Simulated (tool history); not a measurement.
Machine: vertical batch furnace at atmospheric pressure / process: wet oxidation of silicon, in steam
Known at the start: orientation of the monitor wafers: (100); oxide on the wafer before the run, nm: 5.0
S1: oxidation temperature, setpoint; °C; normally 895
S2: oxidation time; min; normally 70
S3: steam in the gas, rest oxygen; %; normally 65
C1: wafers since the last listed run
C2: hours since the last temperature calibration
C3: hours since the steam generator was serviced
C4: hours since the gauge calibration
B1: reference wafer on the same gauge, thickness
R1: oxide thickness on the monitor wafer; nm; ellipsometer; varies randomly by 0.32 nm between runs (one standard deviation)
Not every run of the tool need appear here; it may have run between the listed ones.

| run | day | S1 | S2 | S3 | C1 | C2 | C3 | C4 | B1 | R1 |
|---|---|---|---|---|---|---|---|---|---|---|
| 1 | 0 | 895 | 70 | 65 | 0 | 3781.7 | 2370.7 | 150.1 | 130.88 | 105.01 |
| 2 | 0.312 | 895 | 70 | 65 | 67 | 3789.2 | 2378.2 | 157.6 | 131.06 | 105.5 |
| 3 | 0.983 | 895 | 52.5 | 73 | 145 | 3805.3 | 2394.3 | 173.7 | 131.15 | 89.99 |
| 4 | 1.712 | 895 | 70 | 65 | 157 | 3822.8 | 2411.8 | 191.2 | 130.92 | 105.08 |
| 5 | 2.217 | 895 | 70 | 65 | 109 | 3834.9 | 2423.9 | 203.3 | 131.05 | 104.62 |
| 6 | 2.604 | 895 | 60.5 | 65 | 83 | 3844.2 | 2433.2 | 212.6 | 131.02 | 92.27 |
| 7 | 2.879 | 895 | 70 | 65 | 59 | 3850.8 | 2439.8 | 219.2 | 131.03 | 104.63 |
| 8 | 3.621 | 895 | 70 | 65 | 160 | 3868.6 | 2457.6 | 237 | 131.06 | 104.47 |
| 9 | 4.125 | 895 | 70 | 65 | 109 | 3880.7 | 2469.7 | 249.1 | 131.07 | 104.8 |
| 10 | 4.471 | 895 | 70 | 65 | 74 | 3889 | 2478 | 257.4 | 130.97 | 104.73 |
| 11 | 4.904 | 895 | 70 | 65 | 93 | 3899.4 | 2488.4 | 267.8 | 130.87 | 104 |
| 12 | 5.65 | 895 | 70 | 69 | 161 | 3917.3 | 2506.3 | 285.7 | 130.99 | 109.42 |
| 13 | 6.4 | 895 | 70 | 65 | 162 | 3935.3 | 2524.3 | 303.7 | 131.03 | 104.22 |
|  | 6.5 | gauge calibrated |
|  | 7.933 | thermocouples replaced and temperature profile calibrated |
| 14 | 7.954 | 895 | 70 | 65 | 119 | 0.5 | 2561.6 | 34.9 | 131.03 | 103.59 |
| 15 | 8.133 | 895 | 70 | 65 | 38 | 4.8 | 2565.9 | 39.2 | 130.92 | 103.56 |
| 16 | 8.312 | 895 | 70 | 65 | 38 | 9.1 | 2570.2 | 43.5 | 130.98 | 103.18 |
| 17 | 8.492 | 895 | 70 | 65 | 38 | 13.4 | 2574.5 | 47.8 | 130.95 | 103.66 |
| 18 | 8.671 | 904 | 70 | 65 | 38 | 17.7 | 2578.8 | 52.1 | 131.04 | 118.61 |
| 19 | 8.992 | 888 | 45.5 | 58 | 69 | 25.4 | 2586.5 | 59.8 | 131.02 | 57.59 |
|  | 10.162 | steam generator serviced |
| 20 | 10.183 | 895 | 70 | 65 | 41 | 54 | 0.5 | 88.4 | 131.18 | 114.3 |
| 21 | 10.362 | 888 | 54.5 | 60 | 38 | 58.3 | 4.8 | 92.7 | 131 | 76.4 |
| 22 | 10.542 | 880 | 46 | 59 | 38 | 62.6 | 9.1 | 97 | 130.96 | 57.14 |
| 23 | 10.721 | 919 | 104.5 | 69 | 38 | 66.9 | 13.4 | 101.3 | 130.99 | 227.02 |
| 24 | 11.246 | 911 | 70 | 72 | 113 | 79.5 | 26 | 113.9 | 130.97 | 153.79 |

The next listed run, before its measurement:
| 25 | 11.871 | 884 | 70 | 65 | 135 | 94.5 | 41 | 128.9 | ? | ? |

B1: 131.15
R1: 96.39 nm
With no hidden state in the tool, this same run would have given R1 96.71 nm.

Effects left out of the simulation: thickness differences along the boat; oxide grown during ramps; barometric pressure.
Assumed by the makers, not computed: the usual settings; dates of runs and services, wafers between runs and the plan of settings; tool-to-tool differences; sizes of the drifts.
